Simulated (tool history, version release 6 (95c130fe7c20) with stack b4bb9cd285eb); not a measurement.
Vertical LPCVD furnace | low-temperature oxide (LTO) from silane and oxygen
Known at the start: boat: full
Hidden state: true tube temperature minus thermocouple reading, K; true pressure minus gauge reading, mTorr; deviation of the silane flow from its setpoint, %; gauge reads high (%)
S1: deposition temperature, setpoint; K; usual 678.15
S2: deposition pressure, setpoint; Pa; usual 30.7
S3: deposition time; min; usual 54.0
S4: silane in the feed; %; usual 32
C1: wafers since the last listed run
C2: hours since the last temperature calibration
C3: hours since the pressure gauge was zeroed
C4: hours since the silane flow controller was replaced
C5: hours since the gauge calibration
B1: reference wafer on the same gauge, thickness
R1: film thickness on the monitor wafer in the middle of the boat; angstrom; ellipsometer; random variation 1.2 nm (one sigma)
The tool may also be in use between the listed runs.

run	hour	S1	S2	S3	S4	C1	C2	C3	C4	C5	B1	R1
1	0.0	678.15	30.7	70.0	32	0	2242.1	1512.7	4388.8	60.4	349.68	5294.2
2	60.4	683.15	30.7	54.0	32	891	2302.5	1573.1	4449.2	120.8	350.03	4345.6
3	89.1	678.15	30.7	54.0	29	423	2331.2	1601.8	4477.9	149.5	349.66	3592.4
4	159.2	678.15	30.7	54.0	32	1034	2401.3	1671.9	4548.0	219.6	350.15	4089.3
5	202.6	678.15	30.7	54.0	32	640	2444.7	1715.3	4591.4	263.0	350.05	4097.3
6	269.6	678.15	30.7	54.0	32	988	2511.7	1782.3	4658.4	330.0	350.07	4093.1
7	322.9	678.15	30.7	54.0	32	786	2565.0	1835.6	4711.7	383.3	350.01	4124.3
8	347.4	678.15	30.7	54.0	32	361	2589.5	1860.1	4736.2	407.8	350.11	4107.2
9	407.0	678.15	30.7	54.0	28	879	2649.1	1919.7	4795.8	467.4	350.33	3406.3
# hour 474.5: pressure gauge zeroed
10	475.0	687.15	26.7	54.0	32	649	2717.1	0.5	4863.8	535.4	349.82	3772.0
# hour 512.9: silane flow controller replaced
11	513.4	678.15	30.7	54.0	36	212	2755.5	38.9	0.5	573.8	349.72	4398.7
# hour 565.5: thermocouples replaced and temperature profile calibrated
12	566.0	678.15	30.7	54.0	32	422	0.5	91.5	53.1	626.4	349.98	3749.1
13	606.5	678.15	23.3	39.5	35	597	41.0	132.0	93.6	666.9	350.11	2367.6
14	656.0	678.15	36.0	38.5	32	730	90.5	181.5	143.1	716.4	350.06	3141.4
15	717.3	678.15	30.7	54.0	32	904	151.8	242.8	204.4	777.7	350.17	3795.9
16	783.5	686.15	30.7	41.0	34	976	218.0	309.0	270.6	843.9	349.71	3432.5
# hour 798.4: gauge calibrated
17	826.0	678.15	26.7	46.5	32	627	260.5	351.5	313.1	27.6	349.91	2864.1
18	859.8	688.15	30.7	54.0	38	498	294.3	385.3	346.9	61.4	350.35	5352.0
19	931.5	671.15	30.7	54.0	32	1058	366.0	457.0	418.6	133.1	349.95	3561.3
20	968.9	670.15	30.7	54.0	32	551	403.4	494.4	456.0	170.5	349.96	3523.6
21	1038.6	687.15	30.7	54.0	32	1028	473.1	564.1	525.7	240.2	349.95	4280.9

Forecast each of these 4 alternatives for the next run:
A	1043.7	678.15	30.7	40.0	32	75	478.2	569.2	530.8	245.3	?	?
B	1043.7	678.15	34.0	33.0	32	75	478.2	569.2	530.8	245.3	?	?
C	1043.7	678.15	30.7	54.0	37	75	478.2	569.2	530.8	245.3	?	?
D	1043.7	666.15	30.7	54.0	32	75	478.2	569.2	530.8	245.3	?	?

run	B1	R1
A	349.58	2865.9
B	349.58	2614.3
C	349.58	4696.5
D	349.58	3359.3
Without the tool's hidden state the same runs would have given:
run	R1
A	2787.6
B	2549.8
C	4568.0
D	3267.5

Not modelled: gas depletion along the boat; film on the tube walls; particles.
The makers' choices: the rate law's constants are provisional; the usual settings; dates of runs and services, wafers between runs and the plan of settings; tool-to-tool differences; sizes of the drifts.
